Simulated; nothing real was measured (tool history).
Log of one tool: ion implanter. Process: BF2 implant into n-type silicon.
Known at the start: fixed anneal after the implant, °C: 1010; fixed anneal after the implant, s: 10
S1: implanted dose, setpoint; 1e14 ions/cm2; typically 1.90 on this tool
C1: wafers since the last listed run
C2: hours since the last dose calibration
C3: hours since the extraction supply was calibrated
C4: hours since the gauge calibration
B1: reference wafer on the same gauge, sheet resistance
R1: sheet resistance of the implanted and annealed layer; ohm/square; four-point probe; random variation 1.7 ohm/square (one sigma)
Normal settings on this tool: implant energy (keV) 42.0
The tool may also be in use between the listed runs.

Run 1, hour 0.0: usual settings but implant energy (keV) 47.0; C1 0; C2 1609.2; C3 5133.5; C4 728.0; B1 519.44. Result: R1 511.07 ohm/square.
At hour 67.9: gauge calibrated.
Run 2, hour 97.7: usual settings but implant energy (keV) 47.0; C1 2202; C2 1706.9; C3 5231.2; C4 29.8; B1 520.34. Result: R1 513.58 ohm/square.
Run 3, hour 189.4: usual settings but S1 1.57 1e14 ions/cm2; C1 2066; C2 1798.6; C3 5322.9; C4 121.5; B1 519.33. Result: R1 602.05 ohm/square.
Run 4, hour 286.0: usual settings; C1 2177; C2 1895.2; C3 5419.5; C4 218.1; B1 520.56. Result: R1 517.94 ohm/square.
Run 5, hour 392.9: usual settings; C1 2409; C2 2002.1; C3 5526.4; C4 325.0; B1 519.26. Result: R1 517.36 ohm/square.
Run 6, hour 493.0: usual settings; C1 2256; C2 2102.2; C3 5626.5; C4 425.1; B1 519.52. Result: R1 517.44 ohm/square.
Run 7, hour 539.9: usual settings; C1 1057; C2 2149.1; C3 5673.4; C4 472.0; B1 520.51. Result: R1 514.77 ohm/square.
Run 8, hour 578.4: usual settings; C1 867; C2 2187.6; C3 5711.9; C4 510.5; B1 520.52. Result: R1 513.94 ohm/square.
Run 9, hour 618.8: usual settings but S1 2.05 1e14 ions/cm2, implant energy (keV) 53.0; C1 910; C2 2228.0; C3 5752.3; C4 550.9; B1 520.49. Result: R1 467.97 ohm/square.
Run 10, hour 677.9: usual settings but S1 1.62 1e14 ions/cm2, implant energy (keV) 56.5; C1 1332; C2 2287.1; C3 5811.4; C4 610.0; B1 520.54. Result: R1 562.41 ohm/square.
At hour 741.9: extraction supply calibrated.
At hour 761.2: Faraday cup replaced and dose calibrated.
Run 11, hour 761.7: usual settings but S1 1.35 1e14 ions/cm2, implant energy (keV) 35.5; C1 1528; C2 0.5; C3 19.8; C4 693.8; B1 519.70. Result: R1 712.47 ohm/square.
Run 12, hour 800.7: usual settings but S1 1.62 1e14 ions/cm2, implant energy (keV) 56.5; C1 879; C2 39.5; C3 58.8; C4 732.8; B1 520.87. Result: R1 585.49 ohm/square.
At hour 813.2: gauge calibrated.
Run 13, hour 890.3: usual settings but S1 2.38 1e14 ions/cm2, implant energy (keV) 55.0; C1 2019; C2 129.1; C3 148.4; C4 77.1; B1 519.74. Result: R1 432.08 ohm/square.
Run 14, hour 992.0: usual settings but S1 1.33 1e14 ions/cm2, implant energy (keV) 31.0; C1 2292; C2 230.8; C3 250.1; C4 178.8; B1 519.32. Result: R1 739.78 ohm/square.
Run 15, hour 1048.9: usual settings but S1 2.06 1e14 ions/cm2, implant energy (keV) 32.5; C1 1282; C2 287.7; C3 307.0; C4 235.7; B1 520.45. Result: R1 513.42 ohm/square.

4 ways to go on from here, each from the tool as it stands after run 15. What would each give?
Run A, hour 1049.3: usual settings; C1 9; C2 288.1; C3 307.4; C4 236.1; B1 ?. Result: R1 ?.
Run B, hour 1049.3: usual settings but S1 1.75 1e14 ions/cm2, implant energy (keV) 31.5; C1 9; C2 288.1; C3 307.4; C4 236.1; B1 ?. Result: R1 ?.
Run C, hour 1049.3: usual settings but implant energy (keV) 36.0; C1 9; C2 288.1; C3 307.4; C4 236.1; B1 ?. Result: R1 ?.
Run D, hour 1049.3: usual settings but S1 1.61 1e14 ions/cm2, implant energy (keV) 31.5; C1 9; C2 288.1; C3 307.4; C4 236.1; B1 ?. Result: R1 ?.

run      B1      R1
  A  520.51  535.35
  B  520.51  590.11
  C  520.51  544.54
  D  520.51  631.11
What these runs would have given with no unlogged condition in the tool:
run      R1
  A  538.08
  B  593.20
  C  547.35
  D  634.40
